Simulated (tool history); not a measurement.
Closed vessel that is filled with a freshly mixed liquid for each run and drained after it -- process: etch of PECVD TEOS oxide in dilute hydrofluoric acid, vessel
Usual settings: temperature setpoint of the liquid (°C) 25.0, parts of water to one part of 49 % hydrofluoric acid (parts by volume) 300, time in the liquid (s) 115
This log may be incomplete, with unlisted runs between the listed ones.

run	hour	temperature setpoint of the liquid (°C)	parts of water to one part of 49 % hydrofluoric acid (parts by volume)	time in the liquid (s)	wafers since the last listed run	hours since the thermometer was replaced	hours since the hydrofluoric acid flow meter was replaced	hours since the gauge calibration	read-back film thickness of the PECVD TEOS oxide reference wafer, read on the same gauge (nm)	thickness taken off the PECVD TEOS oxide on a monitor wafer (angstrom)
1	0.0	25.0	300	115	0	212.4	560.9	570.6	110.006	52.57
2	12.4	25.0	300	115	1481	224.8	573.3	583.0	109.997	51.28
3	38.9	25.0	300	115	3166	251.3	599.8	609.5	109.999	52.17
4	68.5	25.0	300	115	3536	280.9	629.4	639.1	109.988	52.03
5	85.3	25.0	300	115	2007	297.7	646.2	655.9	110.008	52.10
6	107.7	25.0	360	115	2676	320.1	668.6	678.3	110.011	40.67
7	120.2	25.0	360	115	1493	332.6	681.1	690.8	109.984	40.89
8	150.3	25.0	360	115	3596	362.7	711.2	720.9	110.007	40.78
9	165.0	22.0	195	115	1756	377.4	725.9	735.6	110.003	79.96
10	191.5	22.0	195	115	3166	403.9	752.4	762.1	110.011	79.61
11	222.8	25.0	300	115	3739	435.2	783.7	793.4	109.996	52.01
12	241.6	25.0	300	115	2246	454.0	802.5	812.2	110.003	52.50
13	266.2	25.0	300	115	2939	478.6	827.1	836.8	110.002	52.95
# hour 281.8: thermometer replaced
14	287.3	25.0	300	115	2401	5.5	848.2	857.9	110.008	52.08
15	319.2	25.0	300	115	3811	37.4	880.1	889.8	110.014	52.24
16	335.7	29.0	365	155	1971	53.9	896.6	906.3	109.994	62.59
17	370.1	25.0	300	115	4110	88.3	931.0	940.7	110.007	52.30
# hour 388.2: gauge calibrated
18	403.7	20.5	230	155	4014	121.9	964.6	15.5	110.001	84.04
19	436.8	29.5	300	115	3954	155.0	997.7	48.6	110.008	60.90
20	462.2	25.0	300	55	3034	180.4	1023.1	74.0	109.991	25.28
21	495.0	28.5	350	150	3919	213.2	1055.9	106.8	109.989	63.37
22	515.1	25.0	300	115	2401	233.3	1076.0	126.9	110.011	52.29
23	550.5	25.0	300	115	4229	268.7	1111.4	162.3	109.986	52.89
24	586.4	25.0	420	115	4289	304.6	1147.3	198.2	110.008	34.24
25	619.9	21.0	395	140	4002	338.1	1180.8	231.7	109.999	39.18
# hour 641.0: hydrofluoric acid flow meter replaced
26	643.1	26.5	155	115	2652	361.3	2.1	254.9	109.992	123.02
27	661.3	25.0	300	180	2174	379.5	20.3	273.1	110.002	80.40
28	696.5	25.0	300	115	4205	414.7	55.5	308.3	109.996	50.93
29	731.3	25.0	300	160	4157	449.5	90.3	343.1	109.994	70.70
30	754.2	25.0	385	115	2736	472.4	113.2	366.0	109.997	36.59
# hour 767.8: thermometer replaced
31	779.5	25.0	365	60	2903	11.7	138.5	391.3	109.995	20.63
32	796.1	26.5	375	90	1983	28.3	155.1	407.9	110.009	31.51
33	824.8	25.0	300	115	3429	57.0	183.8	436.6	109.991	51.43
34	853.2	23.5	370	95	3393	85.4	212.2	465.0	109.998	30.55

Results for each run, recomputed without the tool's hidden state and with each run's random variation untouched:
Hidden state at play: liquid hotter than its thermometer reads (K); hydrofluoric acid flow above the setpoint (%); gauge reads high (%).
run	thickness taken off the PECVD TEOS oxide on a monitor wafer (angstrom)
1	51.38
2	50.09
3	50.91
4	50.72
5	50.75
6	39.55
7	39.74
8	39.59
9	77.83
10	77.42
11	50.41
12	50.85
13	51.24
14	50.35
15	50.45
16	60.29
17	50.42
18	81.09
19	58.51
20	24.29
21	60.69
22	50.13
23	50.64
24	32.65
25	37.38
26	122.32
27	79.84
28	50.51
29	70.02
30	36.19
31	20.39
32	31.11
33	50.76
34	30.11
